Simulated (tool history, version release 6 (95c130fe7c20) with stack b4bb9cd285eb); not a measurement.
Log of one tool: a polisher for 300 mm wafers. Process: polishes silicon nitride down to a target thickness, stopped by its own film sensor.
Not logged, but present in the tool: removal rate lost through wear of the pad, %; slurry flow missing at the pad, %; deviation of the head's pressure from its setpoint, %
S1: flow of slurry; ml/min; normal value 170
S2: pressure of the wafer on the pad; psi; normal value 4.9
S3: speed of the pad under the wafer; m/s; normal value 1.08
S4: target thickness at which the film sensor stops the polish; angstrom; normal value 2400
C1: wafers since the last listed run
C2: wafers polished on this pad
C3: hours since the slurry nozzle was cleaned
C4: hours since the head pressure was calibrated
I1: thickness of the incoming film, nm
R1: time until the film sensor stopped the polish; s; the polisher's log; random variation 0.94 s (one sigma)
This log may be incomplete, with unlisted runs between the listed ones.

| run | day | S1 | S2 | S3 | S4 | C1 | C2 | C3 | C4 | I1 | R1 |
|---|---|---|---|---|---|---|---|---|---|---|---|
| 1 | 0 | 150 | 4.9 | 0.98 | 2400 | 0 | 330 | 127.9 | 609.8 | 387.9 | 59.7 |
| 2 | 2.242 | 150 | 4.9 | 0.98 | 2400 | 535 | 865 | 181.7 | 663.6 | 390.7 | 60.3 |
| 3 | 6.475 | 150 | 4.9 | 0.98 | 2400 | 1010 | 1876 | 283.3 | 765.2 | 392.4 | 58.9 |
| 4 | 9.683 | 170 | 4.9 | 1.08 | 2400 | 765 | 2642 | 360.3 | 842.2 | 395.6 | 55 |
| 5 | 13.483 | 145 | 3.9 | 1.08 | 2400 | 907 | 3549 | 451.5 | 933.4 | 389.8 | 66.2 |
| 6 | 17.508 | 145 | 3.9 | 1.08 | 2400 | 960 | 4510 | 548.1 | 1030 | 384.1 | 64.1 |
| 7 | 19.125 | 170 | 4.9 | 1.08 | 2160 | 385 | 4896 | 586.9 | 1068.8 | 384.7 | 58.4 |
|  | 23.912 | worn pad replaced by a new one |
|  | 26.488 | slurry nozzle cleaned |
| 8 | 27.017 | 170 | 4.9 | 1.08 | 2400 | 1834 | 731 | 12.7 | 1258.2 | 385.1 | 51.8 |
| 9 | 30.629 | 170 | 4.9 | 1.08 | 2400 | 862 | 1593 | 99.4 | 1344.9 | 384.3 | 50.4 |
|  | 31.421 | head pressure recalibrated |
| 10 | 34.554 | 170 | 4.9 | 1.08 | 2400 | 917 | 2510 | 193.6 | 75.2 | 387.5 | 52.1 |
| 11 | 37.833 | 170 | 4.9 | 1.08 | 2400 | 782 | 3293 | 272.3 | 153.9 | 396.7 | 56 |
| 12 | 42.221 | 170 | 4.9 | 1.08 | 2400 | 1047 | 4341 | 377.6 | 259.2 | 390.8 | 54.3 |
|  | 44.662 | worn pad replaced by a new one |
| 13 | 44.908 | 140 | 4.1 | 1.08 | 2400 | 601 | 58 | 442.1 | 323.7 | 391.7 | 64.2 |
| 14 | 47.271 | 170 | 5.8 | 1.08 | 2400 | 563 | 622 | 498.8 | 380.4 | 395.9 | 45.4 |
| 15 | 50.479 | 170 | 5.8 | 1.08 | 2400 | 765 | 1388 | 575.8 | 457.4 | 392.2 | 46.2 |
| 16 | 53.433 | 170 | 5.8 | 1.08 | 2400 | 705 | 2093 | 646.7 | 528.3 | 385 | 45.2 |
| 17 | 56.133 | 170 | 4.9 | 1.08 | 2400 | 644 | 2738 | 711.5 | 593.1 | 387.8 | 52 |
| 18 | 60.188 | 220 | 4.2 | 1.08 | 2250 | 967 | 3706 | 808.8 | 690.4 | 390.2 | 63.5 |
| 19 | 62.092 | 205 | 4.9 | 1.26 | 2400 | 454 | 4160 | 854.5 | 736.1 | 383.5 | 44.6 |
|  | 64.342 | worn pad replaced by a new one |
| 20 | 66.229 | 170 | 4.9 | 1.08 | 2400 | 947 | 450 | 953.8 | 835.4 | 389.1 | 51 |
|  | 66.525 | slurry nozzle cleaned |
| 21 | 68.288 | 170 | 4.5 | 0.76 | 2400 | 481 | 932 | 42.3 | 884.8 | 382.4 | 72.6 |
| 22 | 70.204 | 170 | 4.9 | 0.78 | 2400 | 457 | 1389 | 88.3 | 930.8 | 389.5 | 69.7 |
| 23 | 73.162 | 170 | 4.9 | 1.42 | 2400 | 706 | 2096 | 159.3 | 1001.8 | 398 | 45.6 |
| 24 | 77.279 | 190 | 5.8 | 1.44 | 2840 | 982 | 3078 | 258.1 | 1100.6 | 391.9 | 25.6 |
| 25 | 80.783 | 170 | 4.9 | 1.08 | 2160 | 836 | 3915 | 342.2 | 1184.7 | 385.3 | 59.2 |
| 26 | 82.504 | 150 | 4.9 | 0.98 | 2400 | 410 | 4326 | 383.5 | 1226 | 393.7 | 60.6 |
|  | 85.646 | worn pad replaced by a new one |
| 27 | 85.879 | 170 | 3.4 | 0.76 | 2090 | 765 | 55 | 464.5 | 1307 | 393.9 | 115 |
|  | 87.129 | head pressure recalibrated |
| 28 | 90.379 | 215 | 4.9 | 0.76 | 2400 | 1054 | 1109 | 572.5 | 78 | 393.1 | 69.5 |
| 29 | 94.175 | 170 | 5.6 | 1.08 | 2400 | 906 | 2015 | 663.6 | 169.1 | 395.2 | 47.8 |
| 30 | 97.433 | 170 | 4.9 | 1.08 | 2160 | 777 | 2793 | 741.8 | 247.3 | 394.5 | 63.2 |
| 31 | 101 | 140 | 4.9 | 1.08 | 2540 | 851 | 3645 | 827.4 | 332.9 | 393.7 | 51.4 |
| 32 | 104.188 | 125 | 4.9 | 1.44 | 2400 | 760 | 4405 | 903.9 | 409.4 | 397.1 | 46.3 |
|  | 104.442 | slurry nozzle cleaned |
|  | 107.279 | worn pad replaced by a new one |
| 33 | 107.433 | 170 | 4.9 | 1.08 | 2400 | 725 | 37 | 71.8 | 487.3 | 387.5 | 51.6 |
| 34 | 111.421 | 215 | 3.6 | 0.88 | 2400 | 951 | 988 | 167.5 | 583 | 389.9 | 79.3 |

Run-by-run hidden state of the tool:
removal rate lost through wear of the pad, %: 0 across all the runs
slurry flow missing at the pad, %: 0 across all the runs
deviation of the head's pressure from its setpoint, %: 0 across all the runs
